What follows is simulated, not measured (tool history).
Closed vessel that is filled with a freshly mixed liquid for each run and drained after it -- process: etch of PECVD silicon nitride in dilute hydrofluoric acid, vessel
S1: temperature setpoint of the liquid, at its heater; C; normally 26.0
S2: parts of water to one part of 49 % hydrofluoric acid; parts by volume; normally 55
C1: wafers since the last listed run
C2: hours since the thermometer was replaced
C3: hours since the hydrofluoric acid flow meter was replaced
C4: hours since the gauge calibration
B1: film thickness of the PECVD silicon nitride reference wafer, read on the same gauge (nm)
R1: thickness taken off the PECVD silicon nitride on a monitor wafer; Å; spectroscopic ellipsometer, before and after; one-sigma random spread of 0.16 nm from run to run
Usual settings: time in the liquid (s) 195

Run 1, hour 0.0: usual settings; C1 0; C2 2030.5; C3 456.7; C4 283.5; B1 99.98. Result: R1 237.5 Å.
Run 2, hour 44.8: usual settings; C1 2452; C2 2075.3; C3 501.5; C4 328.3; B1 100.00. Result: R1 239.5 Å.
At hour 75.4: gauge calibrated.
Run 3, hour 116.4: usual settings; C1 3920; C2 2146.9; C3 573.1; C4 41.0; B1 100.01. Result: R1 240.9 Å.
Run 4, hour 157.4: usual settings but S1 27.5 C; C1 2244; C2 2187.9; C3 614.1; C4 82.0; B1 99.99. Result: R1 264.3 Å.
Run 5, hour 201.0: usual settings; C1 2387; C2 2231.5; C3 657.7; C4 125.6; B1 99.99. Result: R1 243.0 Å.
Run 6, hour 237.7: usual settings; C1 2009; C2 2268.2; C3 694.4; C4 162.3; B1 99.99. Result: R1 240.8 Å.
Run 7, hour 294.4: usual settings; C1 3104; C2 2324.9; C3 751.1; C4 219.0; B1 99.98. Result: R1 244.5 Å.
At hour 321.1: thermometer replaced.
Run 8, hour 361.5: usual settings; C1 3619; C2 40.4; C3 818.2; C4 286.1; B1 99.99. Result: R1 242.6 Å.
Run 9, hour 397.6: usual settings but S1 23.0 C, S2 35 parts by volume, time in the liquid (s) 235; C1 1976; C2 76.5; C3 854.3; C4 322.2; B1 99.99. Result: R1 374.5 Å.
Run 10, hour 422.3: usual settings but S1 23.0 C, S2 45 parts by volume, time in the liquid (s) 100; C1 1352; C2 101.2; C3 879.0; C4 346.9; B1 100.01. Result: R1 122.9 Å.
At hour 428.7: gauge calibrated.
Run 11, hour 459.7: usual settings; C1 2047; C2 138.6; C3 916.4; C4 31.0; B1 99.99. Result: R1 244.8 Å.
Run 12, hour 517.4: usual settings but S1 22.0 C, S2 35 parts by volume, time in the liquid (s) 240; C1 3159; C2 196.3; C3 974.1; C4 88.7; B1 100.01. Result: R1 359.9 Å.
At hour 520.7: hydrofluoric acid flow meter replaced.
Run 13, hour 563.9: usual settings; C1 2491; C2 242.8; C3 43.2; C4 135.2; B1 99.99. Result: R1 230.3 Å.
Run 14, hour 628.3: usual settings but S1 21.5 C, time in the liquid (s) 285; C1 3526; C2 307.2; C3 107.6; C4 199.6; B1 100.00. Result: R1 251.4 Å.
Run 15, hour 657.3: usual settings but S1 31.0 C, S2 25 parts by volume; C1 1587; C2 336.2; C3 136.6; C4 228.6; B1 100.01. Result: R1 693.2 Å.
Run 16, hour 698.7: usual settings but S2 35 parts by volume; C1 2266; C2 377.6; C3 178.0; C4 270.0; B1 100.01. Result: R1 361.8 Å.
Run 17, hour 724.0: usual settings but S1 30.5 C, S2 70 parts by volume, time in the liquid (s) 110; C1 1385; C2 402.9; C3 203.3; C4 295.3; B1 99.99. Result: R1 140.0 Å.

Entry by entry between the runs, the difference in hidden state between the last listed run before and the first listed run after:
Between runs 2 and 3: gauge calibrated (hour 75.4)
  hydrofluoric acid flow above the setpoint (%): 3.44 -> 3.92
  the result without the hidden state subtracted from the measured one, R1: +7.9 -> +9.0 Å
Between runs 7 and 8: thermometer replaced (hour 321.1)
  hydrofluoric acid flow above the setpoint (%): 5.13 -> 5.59
  the result without the hidden state subtracted from the measured one, R1: +11.7 -> +12.6 Å
Between runs 10 and 11: gauge calibrated (hour 428.7)
  hydrofluoric acid flow above the setpoint (%): 6 -> 6.25
  the result without the hidden state subtracted from the measured one, R1: +6.8 -> +14.2 Å
Between runs 12 and 13: hydrofluoric acid flow meter replaced (hour 520.7)
  hydrofluoric acid flow above the setpoint (%): 6.64 -> 0.738
  the result without the hidden state subtracted from the measured one, R1: +21.7 -> +1.7 Å

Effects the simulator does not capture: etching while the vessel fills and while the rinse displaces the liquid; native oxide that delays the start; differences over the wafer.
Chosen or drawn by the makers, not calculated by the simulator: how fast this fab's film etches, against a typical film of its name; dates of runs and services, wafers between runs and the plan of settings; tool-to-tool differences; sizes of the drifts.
